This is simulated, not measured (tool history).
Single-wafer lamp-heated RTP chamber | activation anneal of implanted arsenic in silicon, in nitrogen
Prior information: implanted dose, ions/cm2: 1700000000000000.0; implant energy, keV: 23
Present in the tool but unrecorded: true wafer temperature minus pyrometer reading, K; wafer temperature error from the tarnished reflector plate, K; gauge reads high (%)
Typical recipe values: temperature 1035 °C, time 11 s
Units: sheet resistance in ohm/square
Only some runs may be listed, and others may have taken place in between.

| run | day | temperature | time | wafers since the last listed run | wafers since the last pyrometer calibration | wafers since the reflector plate was cleaned | hours since the gauge calibration | read-back reference wafer on the same gauge, sheet resistance | sheet resistance |
|---|---|---|---|---|---|---|---|---|---|
| 1 | 0 | 1017 | 16 | 0 | 1192 | 1464 | 118.3 | 88.27 | 98.54 |
| 2 | 2.108 | 1017 | 16 | 900 | 2093 | 2364 | 168.9 | 88.18 | 97.99 |
| 3 | 6.275 | 1035 | 11 | 1779 | 3872 | 4144 | 268.9 | 88.25 | 95.94 |
| 4 | 8.333 | 1035 | 11 | 878 | 4751 | 5023 | 318.3 | 88.24 | 95.92 |
|  | 15.392 | pyrometer window cleaned and pyrometer calibrated |
| 5 | 15.671 | 1029 | 7 | 2991 | 118 | 8014 | 494.4 | 88.32 | 104.54 |
| 6 | 18.446 | 1035 | 11 | 1185 | 1303 | 9199 | 561 | 88.21 | 97.74 |
| 7 | 20.362 | 1035 | 11 | 818 | 2121 | 10017 | 607 | 88.17 | 96.82 |
|  | 22.258 | reflector plate cleaned |
| 8 | 22.829 | 1035 | 11 | 911 | 3032 | 243 | 666.2 | 88.26 | 96.74 |
| 9 | 25.046 | 1035 | 17 | 946 | 3979 | 1190 | 719.4 | 88.23 | 90.46 |
| 10 | 26.933 | 1035 | 11 | 806 | 4785 | 1996 | 764.7 | 88.13 | 95.55 |
| 11 | 33.658 | 1014 | 11 | 2871 | 7657 | 4867 | 926.1 | 88.22 | 101.58 |
|  | 35.392 | gauge calibrated |
|  | 36.042 | pyrometer window cleaned and pyrometer calibrated |
| 12 | 36.062 | 1035 | 11 | 884 | 9 | 5752 | 16.1 | 88.13 | 97.45 |
| 13 | 38.388 | 1005 | 17 | 992 | 1002 | 6745 | 71.9 | 88.26 | 102.94 |
| 14 | 41.112 | 1054 | 11 | 1163 | 2166 | 7908 | 137.3 | 88.32 | 91.15 |
| 15 | 43.446 | 1026 | 17 | 996 | 3162 | 8905 | 193.3 | 88.16 | 93.79 |
| 16 | 46.054 | 1027 | 16 | 1113 | 4276 | 10019 | 255.9 | 88.17 | 93.9 |

How would selected steps in sheet resistance from run to run divide? Give the signed amount a tool lacking its hidden state would still show from settings, what came in and random variation, and the signed amount left for the hidden state, including any gauge scatter that is not in both of the compared results.
Run 11 -> 12: temperature 1014 -> 1035, gauge calibrated, pyrometer window cleaned and pyrometer calibrated. sheet resistance -4.13 ohm/square: hidden state +3.14, all else -7.27.
Run 13 -> 14: temperature 1005 -> 1054, time 17 -> 11. sheet resistance -11.79 ohm/square: hidden state -0.34, all else -11.45.
